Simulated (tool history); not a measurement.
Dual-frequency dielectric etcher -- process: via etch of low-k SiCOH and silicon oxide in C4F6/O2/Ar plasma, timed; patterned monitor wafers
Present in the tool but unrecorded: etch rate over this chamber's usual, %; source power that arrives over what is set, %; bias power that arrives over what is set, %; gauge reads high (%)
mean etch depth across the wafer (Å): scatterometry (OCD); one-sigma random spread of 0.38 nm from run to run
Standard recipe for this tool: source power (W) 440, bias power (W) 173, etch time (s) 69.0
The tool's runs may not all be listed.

run,hour,source power (W),bias power (W),etch time (s),wafers since the last listed run,hours since the last wet clean,hours since the last source power generator calibration,hours since the last bias power generator calibration,hours since the last upper electrode change,hours since the gauge calibration,"read-back reference wafer on the same gauge, depth_nm",mean etch depth across the wafer (Å)
1,0.0,440,173,78.5,0,294.5,3554.1,3888.9,4575.8,322.4,179.1,2116
2,13.7,440,173,78.5,146,308.2,3567.8,3902.6,4589.5,336.1,178.9,2116
# hour 29.1: source power generator calibrated
3,29.6,440,173,82.5,127,324.1,0.5,3918.5,4605.4,352.0,179.1,2217
4,42.0,440,173,82.5,132,336.5,12.9,3930.9,4617.8,364.4,179.1,2228
5,51.1,440,148,69.0,97,345.6,22.0,3940.0,4626.9,373.5,179.2,1774
6,58.0,440,148,69.0,73,352.5,28.9,3946.9,4633.8,380.4,178.9,1774
7,64.3,440,148,69.0,67,358.8,35.2,3953.2,4640.1,386.7,178.9,1774
# hour 77.9: gauge calibrated
# hour 90.8: wet clean of the chamber
8,91.3,440,173,81.0,32,0.5,62.2,3980.2,4667.1,13.4,179.0,2170
9,91.6,470,144,69.0,3,0.8,62.5,3980.5,4667.4,13.7,179.0,1785
10,95.6,470,144,69.0,42,4.8,66.5,3984.5,4671.4,17.7,178.9,1790
11,108.8,440,173,69.0,140,18.0,79.7,3997.7,4684.6,30.9,178.9,1848
12,117.1,440,203,61.0,88,26.3,88.0,4006.0,4692.9,39.2,179.0,1718
# hour 144.1: upper electrode replaced, of another model than before
13,144.6,480,158,85.0,37,53.8,115.5,4033.5,0.5,66.7,179.0,2295
14,149.7,440,188,53.5,54,58.9,120.6,4038.6,5.6,71.8,179.1,1456
# hour 162.3: bias power generator calibrated
15,162.8,440,173,81.0,97,72.0,133.7,0.5,18.7,84.9,179.0,2178
16,170.0,490,145,77.5,76,79.2,140.9,7.7,25.9,92.1,179.0,2068
17,176.2,470,192,50.0,66,85.4,147.1,13.9,32.1,98.3,179.0,1388
18,184.8,510,158,89.5,91,94.0,155.7,22.5,40.7,106.9,179.1,2456
19,200.7,440,173,87.0,169,109.9,171.6,38.4,56.6,122.8,179.1,2341
20,213.7,440,173,69.0,138,122.9,184.6,51.4,69.6,135.8,178.9,1855
21,225.4,520,212,69.0,124,134.6,196.3,63.1,81.3,147.5,179.0,1990
22,238.1,500,149,69.0,135,147.3,209.0,75.8,94.0,160.2,178.9,1864
23,251.2,470,144,69.0,139,160.4,222.1,88.9,107.1,173.3,178.9,1825
24,265.3,480,131,50.5,150,174.5,236.2,103.0,121.2,187.4,179.1,1330
25,283.0,380,193,60.0,188,192.2,253.9,120.7,138.9,205.1,179.1,1593
26,290.1,440,154,69.0,75,199.3,261.0,127.8,146.0,212.2,179.1,1824
27,299.2,440,173,69.0,97,208.4,270.1,136.9,155.1,221.3,179.0,1851
28,306.6,440,212,57.0,79,215.8,277.5,144.3,162.5,228.7,178.9,1593
29,318.2,400,156,87.5,123,227.4,289.1,155.9,174.1,240.3,178.8,2276
30,331.3,440,173,69.0,139,240.5,302.2,169.0,187.2,253.4,179.0,1860
31,343.4,380,211,50.5,129,252.6,314.3,181.1,199.3,265.5,179.2,1370

Hidden condition of the tool, last listed run before each entry between runs versus first listed run after:
From run 2 to run 3: source power generator calibrated (hour 29.1)
  etch rate over this chamber's usual, %: 0.761 -> 0.804
  what was measured, less what the result would be without the hidden state, mean etch depth across the wafer (Å): +16 -> +18
From run 7 to run 8: gauge calibrated (hour 77.9); wet clean of the chamber (hour 90.8)
  etch rate over this chamber's usual, %: 0.897 -> 0.0201
  what was measured, less what the result would be without the hidden state, mean etch depth across the wafer (Å): +15 -> +0
From run 12 to run 13: upper electrode replaced, of another model than before (hour 144.1)
  etch rate over this chamber's usual, %: 0.0895 -> 0.163
  what was measured, less what the result would be without the hidden state, mean etch depth across the wafer (Å): +2 -> +4
From run 14 to run 15: bias power generator calibrated (hour 162.3)
  etch rate over this chamber's usual, %: 0.177 -> 0.212
  what was measured, less what the result would be without the hidden state, mean etch depth across the wafer (Å): +3 -> +4
